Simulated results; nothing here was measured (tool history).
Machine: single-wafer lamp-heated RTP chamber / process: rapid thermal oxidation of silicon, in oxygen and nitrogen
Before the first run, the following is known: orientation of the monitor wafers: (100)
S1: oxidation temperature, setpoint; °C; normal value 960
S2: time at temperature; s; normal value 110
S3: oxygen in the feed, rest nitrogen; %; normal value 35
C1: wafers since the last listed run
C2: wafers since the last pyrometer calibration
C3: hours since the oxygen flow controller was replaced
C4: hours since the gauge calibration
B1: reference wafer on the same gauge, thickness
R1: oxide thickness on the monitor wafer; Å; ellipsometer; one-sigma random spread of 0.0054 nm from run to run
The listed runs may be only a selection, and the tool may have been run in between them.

run   hour   S1   S2  S3   C1    C2      C3     C4     B1     R1
  1    0.0  960  110  24    0  1244  6214.3  148.8  3.709  32.67
  2   11.3  976  110  35  110  1355  6225.6  160.1  3.709  40.45
  3   28.9  973  110  35  172  1527  6243.2  177.7  3.709  39.77
  4   44.5  960  110  35  152  1680  6258.8  193.3  3.709  36.30
  5   62.0  960  110  35  171  1851  6276.3  210.8  3.711  36.33
  6   75.7  960  110  35  134  1985  6290.0  224.5  3.709  36.34
  7   83.9  960  110  35   80  2066  6298.2  232.7  3.710  36.32
  8   90.7  960  110  35   66  2132  6305.0  239.5  3.709  36.35
  9  102.8  960  110  35  118  2251  6317.1  251.6  3.711  36.37
 10  115.7  960  110  35  126  2377  6330.0  264.5  3.709  36.42
 11  131.8  960  110  35  157  2535  6346.1  280.6  3.710  36.39
 12  142.3  960  110  35  102  2638  6356.6  291.1  3.711  36.39
 13  156.2  960  110  35  136  2774  6370.5  305.0  3.711  36.40
 14  170.2  960  110  35  137  2911  6384.5  319.0  3.709  36.48
 15  181.7  960   88  54  112  3023  6396.0  330.5  3.709  38.02
     183.9  -- gauge calibrated
 16  190.6  960  110  17   87  3110  6404.9    6.7  3.710  30.19
 17  206.5  960   93  17  155  3266  6420.8   22.6  3.709  28.67
 18  223.4  960  110  35  165  3432  6437.7   39.5  3.708  36.49
 19  240.5  960  110  35  167  3599  6454.8   56.6  3.711  36.56
 20  257.8  960   73  35  169  3768  6472.1   73.9  3.709  31.43
 21  267.9  945  163  35   98  3867  6482.2   84.0  3.710  38.69
 22  277.5  941  110  35   93  3961  6491.8   93.6  3.708  32.45
 23  288.5  952  110  61  107  4069  6502.8  104.6  3.710  41.11
 24  295.1  960  110  35   64  4134  6509.4  111.2  3.711  36.58
     304.3  -- oxygen flow controller replaced
 25  304.8  988   73  25   16  4150     0.5  120.9  3.711  33.90
 26  312.2  960  143  51   72  4223     7.9  128.3  3.711  46.20
 27  321.0  960  110  23   86  4309    16.7  137.1  3.710  32.57
     338.8  -- pyrometer window cleaned and pyrometer calibrated
 28  339.3  982   76  52  100     4    35.0  155.4  3.710  40.97
 29  344.0  960  165  35   46    50    39.7  160.1  3.709  42.71
 30  394.9  951   87  48  498   549    90.6  211.0  3.711  34.23
 31  404.1  960  110  27   90   639    99.8  220.2  3.711  33.67
 32  415.9  970  158  35  115   754   111.6  232.0  3.712  45.09
 33  427.6  938   91  46  114   869   123.3  243.7  3.710  31.62
 34  443.2  988  110  35  152  1021   138.9  259.3  3.711  43.95
 35  449.6  960  126  35   62  1084   145.3  265.7  3.710  38.25
 36  460.9  969  149  17  110  1195   156.6  277.0  3.709  35.00
 37  472.6  960  110  55  114  1309   168.3  288.7  3.710  41.70
 38  481.0  960   93  17   82  1392   176.7  297.1  3.710  28.40

What if the next run were any one of these 4? Each begins from the tool's condition after run 38:
  A  481.5  960   57  35   4  1396  177.2  297.6   ?   ?
  B  481.5  940  110  35   4  1396  177.2  297.6   ?   ?
  C  481.5  960   64  35   4  1396  177.2  297.6   ?   ?
  D  481.5  960  151  35   4  1396  177.2  297.6   ?   ?

run     B1     R1
  A  3.712  28.54
  B  3.712  31.89
  C  3.712  29.66
  D  3.712  41.15
With no hidden state in the tool, these same runs would have given:
run     R1
  A  28.49
  B  31.82
  C  29.60
  D  41.04

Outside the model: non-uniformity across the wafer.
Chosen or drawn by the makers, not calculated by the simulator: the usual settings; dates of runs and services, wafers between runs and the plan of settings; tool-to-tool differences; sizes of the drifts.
